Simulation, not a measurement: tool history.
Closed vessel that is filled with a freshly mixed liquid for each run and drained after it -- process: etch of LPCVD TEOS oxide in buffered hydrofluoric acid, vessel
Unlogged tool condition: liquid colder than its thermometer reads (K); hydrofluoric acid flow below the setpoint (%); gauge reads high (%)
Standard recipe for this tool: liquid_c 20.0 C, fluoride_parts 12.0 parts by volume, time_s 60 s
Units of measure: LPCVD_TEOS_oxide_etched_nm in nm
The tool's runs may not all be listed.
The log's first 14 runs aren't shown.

run	hour	liquid_c	fluoride_parts	time_s	wafers since the last listed run	hours since the thermometer was replaced	hours since the hydrofluoric acid flow meter was replaced	hours since the gauge calibration	read-back film thickness of the LPCVD TEOS oxide reference wafer, read on the same gauge (nm)	LPCVD_TEOS_oxide_etched_nm
15	137.1	20.0	12.0	60	1415	2738.2	1535.1	214.4	40.01	51.72
16	151.2	20.0	14.5	60	1395	2752.3	1549.2	228.5	40.00	43.22
17	164.3	18.0	12.0	80	1296	2765.4	1562.3	241.6	39.99	61.22
# hour 196.9: hydrofluoric acid flow meter replaced
18	201.0	20.0	7.5	60	3533	2802.1	4.1	278.3	39.98	90.85
19	210.9	18.5	12.0	45	979	2812.0	14.0	288.2	39.99	39.95
20	219.7	20.0	12.0	60	871	2820.8	22.8	297.0	40.01	57.99
21	226.6	18.5	8.5	50	682	2827.7	29.7	303.9	40.00	60.49
# hour 240.1: thermometer replaced
22	241.9	18.0	9.0	60	1415	1.8	45.0	319.2	39.98	74.96
# hour 242.3: gauge calibrated
23	248.1	17.0	14.0	45	613	8.0	51.2	5.8	39.97	35.67
24	265.3	17.5	12.0	40	1702	25.2	68.4	23.0	40.00	37.48
25	272.7	20.0	12.0	60	732	32.6	75.8	30.4	40.03	64.84
26	284.6	17.0	8.5	40	1177	44.5	87.7	42.3	40.00	49.71
27	291.6	20.0	12.0	60	692	51.5	94.7	49.3	39.99	65.23
28	300.4	20.0	12.0	60	871	60.3	103.5	58.1	40.04	65.63
29	317.0	22.0	12.0	60	1643	76.9	120.1	74.7	40.01	72.59
30	334.3	24.0	17.0	90	1712	94.2	137.4	92.0	39.98	86.73
31	351.8	20.0	12.0	60	1732	111.7	154.9	109.5	40.02	65.10
32	365.9	17.0	10.0	60	1395	125.8	169.0	123.6	40.03	64.11

Here are 5 independent what-if runs from the current tool condition. What would each one return?
A	366.6	20.0	12.0	40	69	126.5	169.7	124.3	?	?
B	366.6	20.0	15.5	60	69	126.5	169.7	124.3	?	?
C	366.6	22.5	12.0	30	69	126.5	169.7	124.3	?	?
D	366.6	17.0	12.0	60	69	126.5	169.7	124.3	?	?
E	366.6	24.5	16.5	80	69	126.5	169.7	124.3	?	?

run	read-back film thickness of the LPCVD TEOS oxide reference wafer, read on the same gauge (nm)	LPCVD_TEOS_oxide_etched_nm
A	39.98	42.68
B	39.98	49.79
C	39.98	36.81
D	39.98	53.98
E	39.98	80.16
With no hidden state in the tool, these same runs would have given:
run	LPCVD_TEOS_oxide_etched_nm
A	45.10
B	52.62
C	38.86
D	57.08
E	84.60
